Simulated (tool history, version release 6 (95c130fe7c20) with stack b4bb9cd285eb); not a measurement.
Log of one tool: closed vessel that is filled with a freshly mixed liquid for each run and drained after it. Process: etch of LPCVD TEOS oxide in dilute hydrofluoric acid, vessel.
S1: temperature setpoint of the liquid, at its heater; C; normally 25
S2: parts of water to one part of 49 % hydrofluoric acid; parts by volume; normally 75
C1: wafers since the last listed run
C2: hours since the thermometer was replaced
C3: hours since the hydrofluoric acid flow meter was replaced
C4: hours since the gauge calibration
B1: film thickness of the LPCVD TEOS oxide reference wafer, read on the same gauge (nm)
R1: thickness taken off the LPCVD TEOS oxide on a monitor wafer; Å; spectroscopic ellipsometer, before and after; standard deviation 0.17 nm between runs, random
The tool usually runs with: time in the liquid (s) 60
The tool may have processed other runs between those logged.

run 1 hour=0 | S1=25 S2=90 time_in_the_liquid_(s)=60 | C1=0 C2=1306 C3=710.3 C4=903 | B1=150.03 | R1=374.3
run 2 hour=44 | S1=25 S2=75 time_in_the_liquid_(s)=60 | C1=6351 C2=1350 C3=754.3 C4=947 | B1=150.01 | R1=459.7
run 3 hour=108.4 | S1=25 S2=75 time_in_the_liquid_(s)=60 | C1=9296 C2=1414.4 C3=818.7 C4=1011.4 | B1=149.99 | R1=458.9
run 4 hour=148.2 | S1=25 S2=75 time_in_the_liquid_(s)=60 | C1=5745 C2=1454.2 C3=858.5 C4=1051.2 | B1=150.01 | R1=459.3
run 5 hour=200.1 | S1=27.5 S2=75 time_in_the_liquid_(s)=60 | C1=7492 C2=1506.1 C3=910.4 C4=1103.1 | B1=149.95 | R1=505.5
run 6 hour=284.6 | S1=27.5 S2=75 time_in_the_liquid_(s)=60 | C1=12198 C2=1590.6 C3=994.9 C4=1187.6 | B1=149.93 | R1=509.1
run 7 hour=355.5 | S1=27.5 S2=75 time_in_the_liquid_(s)=60 | C1=10235 C2=1661.5 C3=1065.8 C4=1258.5 | B1=150.02 | R1=508.2
run 8 hour=457.5 | S1=25 S2=50 time_in_the_liquid_(s)=60 | C1=14724 C2=1763.5 C3=1167.8 C4=1360.5 | B1=150.02 | R1=713.4
run 9 hour=500.9 | S1=28 S2=75 time_in_the_liquid_(s)=60 | C1=6265 C2=1806.9 C3=1211.2 C4=1403.9 | B1=149.98 | R1=520.2
run 10 hour=574.1 | S1=25 S2=75 time_in_the_liquid_(s)=60 | C1=10567 C2=1880.1 C3=1284.4 C4=1477.1 | B1=150.03 | R1=460.2
run 11 hour=648.6 | S1=25 S2=75 time_in_the_liquid_(s)=60 | C1=10754 C2=1954.6 C3=1358.9 C4=1551.6 | B1=150 | R1=460.5
run 12 hour=697.3 | S1=25 S2=75 time_in_the_liquid_(s)=60 | C1=7030 C2=2003.3 C3=1407.6 C4=1600.3 | B1=149.98 | R1=461.6
run 13 hour=736.2 | S1=25 S2=75 time_in_the_liquid_(s)=60 | C1=5615 C2=2042.2 C3=1446.5 C4=1639.2 | B1=150.02 | R1=463.5
-- hour=758.2 thermometer replaced
-- hour=786.9 hydrofluoric acid flow meter replaced
run 14 hour=791.8 | S1=25 S2=75 time_in_the_liquid_(s)=40 | C1=7737 C2=33.6 C3=4.9 C4=1694.8 | B1=150.03 | R1=304.5
run 15 hour=839.8 | S1=23.5 S2=40 time_in_the_liquid_(s)=50 | C1=6929 C2=81.6 C3=52.9 C4=1742.8 | B1=149.97 | R1=695.2
run 16 hour=939 | S1=25 S2=75 time_in_the_liquid_(s)=40 | C1=14320 C2=180.8 C3=152.1 C4=1842 | B1=149.98 | R1=301.8
-- hour=992.8 gauge calibrated
run 17 hour=1028.8 | S1=30 S2=100 time_in_the_liquid_(s)=30 | C1=12963 C2=270.6 C3=241.9 C4=36 | B1=149.98 | R1=199.6
run 18 hour=1077.8 | S1=25 S2=75 time_in_the_liquid_(s)=60 | C1=7073 C2=319.6 C3=290.9 C4=85 | B1=150 | R1=453.8
run 19 hour=1168 | S1=22.5 S2=75 time_in_the_liquid_(s)=35 | C1=13021 C2=409.8 C3=381.1 C4=175.2 | B1=149.97 | R1=239.5
run 20 hour=1240.3 | S1=28 S2=55 time_in_the_liquid_(s)=60 | C1=10437 C2=482.1 C3=453.4 C4=247.5 | B1=150 | R1=716.2
run 21 hour=1334.4 | S1=28.5 S2=75 time_in_the_liquid_(s)=60 | C1=13584 C2=576.2 C3=547.5 C4=341.6 | B1=149.99 | R1=524.3
run 22 hour=1397 | S1=25 S2=75 time_in_the_liquid_(s)=60 | C1=9036 C2=638.8 C3=610.1 C4=404.2 | B1=149.97 | R1=455.3
run 23 hour=1462.3 | S1=22.5 S2=75 time_in_the_liquid_(s)=40 | C1=9426 C2=704.1 C3=675.4 C4=469.5 | B1=150.01 | R1=277.2
run 24 hour=1568.6 | S1=25 S2=110 time_in_the_liquid_(s)=35 | C1=15345 C2=810.4 C3=781.7 C4=575.8 | B1=150.05 | R1=174
run 25 hour=1608.9 | S1=25 S2=55 time_in_the_liquid_(s)=95 | C1=5817 C2=850.7 C3=822 C4=616.1 | B1=149.98 | R1=1013.6
run 26 hour=1647.2 | S1=25 S2=75 time_in_the_liquid_(s)=60 | C1=5529 C2=889 C3=860.3 C4=654.4 | B1=149.98 | R1=459.3

Run 27 comes next. What will it give?
run 27 hour=1724.2 | S1=25 S2=75 time_in_the_liquid_(s)=60 | C1=11115 C2=966 C3=937.3 C4=731.4 | B1=? | R1=?

B1: 150.02
R1: 458.6 Å
Without the tool's hidden state the same run would have given R1 456 Å.
